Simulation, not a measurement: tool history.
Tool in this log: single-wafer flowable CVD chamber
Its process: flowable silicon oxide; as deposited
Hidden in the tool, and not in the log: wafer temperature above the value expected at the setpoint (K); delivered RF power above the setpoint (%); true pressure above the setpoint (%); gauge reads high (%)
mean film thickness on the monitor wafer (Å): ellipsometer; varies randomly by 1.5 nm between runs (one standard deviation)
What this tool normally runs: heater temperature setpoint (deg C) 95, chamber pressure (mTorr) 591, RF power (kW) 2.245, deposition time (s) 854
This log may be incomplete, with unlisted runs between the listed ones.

run,day,heater temperature setpoint (deg C),chamber pressure (mTorr),RF power (kW),deposition time (s),wafers since the last listed run,hours since the last thermocouple change,hours since the last RF generator calibration,hours since the last manometer calibration,hours since the showerhead was replaced,hours since the gauge calibration,"read-back reference wafer on the same gauge, thickness_nm",mean film thickness on the monitor wafer (Å)
1,0,95,591,2.245,854,0,749.2,2214.7,1117,6775.5,261.5,452.131,4086.73
2,0.967,95,514,2.245,773,64,772.4,2237.9,1140.2,6798.7,284.7,452.121,3228.68
3,1.992,95,514,2.245,773,68,797,2262.5,1164.8,6823.3,309.3,452.351,3234.55
4,3.379,95,591,2.245,983,92,830.3,2295.8,1198.1,6856.6,342.6,451.679,4695.24
5,4.542,95,591,2.245,983,77,858.2,2323.7,1226,6884.5,370.5,451.084,4706.36
6,5.083,95,591,2.245,854,36,871.2,2336.7,1239,6897.5,383.5,452.238,4087.02
# day 8.167: thermocouple changed; heater temperature recalibrated
7,8.583,95,591,2.245,854,211,10,2420.7,1323,6981.5,467.5,452.067,4253.08
# day 8.925: showerhead replaced
# day 9.979: capacitance manometer re-zeroed and calibrated
8,10,102,591,2.245,854,50,44,2454.7,0.5,25.8,501.5,451.885,3272.21
# day 10.571: gauge calibrated
9,10.767,106,591,2.245,735,51,62.4,2473.1,18.9,44.2,4.7,452.538,2421.83
10,12.15,104,591,2.245,951,92,95.6,2506.3,52.1,77.4,37.9,451.752,3368.94
11,12.667,99,591,2.245,704,34,108,2518.7,64.5,89.8,50.3,451.59,3013.67
12,13.212,101,591,2.54,776,36,121.1,2531.8,77.6,102.9,63.4,451.775,3084.76
# day 13.896: RF generator calibrated
13,14.304,95,591,2.44,922,50,147.3,9.8,103.8,129.1,89.6,452.172,4563.52
14,15.025,95,591,2.245,854,48,164.6,27.1,121.1,146.4,106.9,452.061,4232.38
15,16.088,101,472,1.94,793,71,190.1,52.6,146.6,171.9,132.4,452.633,2461.45
16,16.908,95,507,2.245,711,54,209.8,72.3,166.3,191.6,152.1,451.332,3006.82
17,17.608,95,488,2.37,747,46,226.6,89.1,183.1,208.4,168.9,452.179,3025.89

What if the next run were any one of these 5? Each begins from the tool's condition after run 17:
A,17.633,95,591,2.245,854,1,227.2,89.7,183.7,209,169.5,?,?
B,17.633,95,591,1.855,735,1,227.2,89.7,183.7,209,169.5,?,?
C,17.633,80,459,2.245,854,1,227.2,89.7,183.7,209,169.5,?,?
D,17.633,81,591,2.245,854,1,227.2,89.7,183.7,209,169.5,?,?
E,17.633,104,542,1.96,913,1,227.2,89.7,183.7,209,169.5,?,?

run,"read-back reference wafer on the same gauge, thickness_nm",mean film thickness on the monitor wafer (Å)
A,451.367,4205.79
B,451.367,3549.12
C,451.367,5545.73
D,451.367,6868.43
E,451.367,2911.19
With the hidden condition removed and each run's random variation left untouched, the same runs would have given:
run,mean film thickness on the monitor wafer (Å)
A,4323.84
B,3648.73
C,5665.86
D,7021.81
E,2993.28
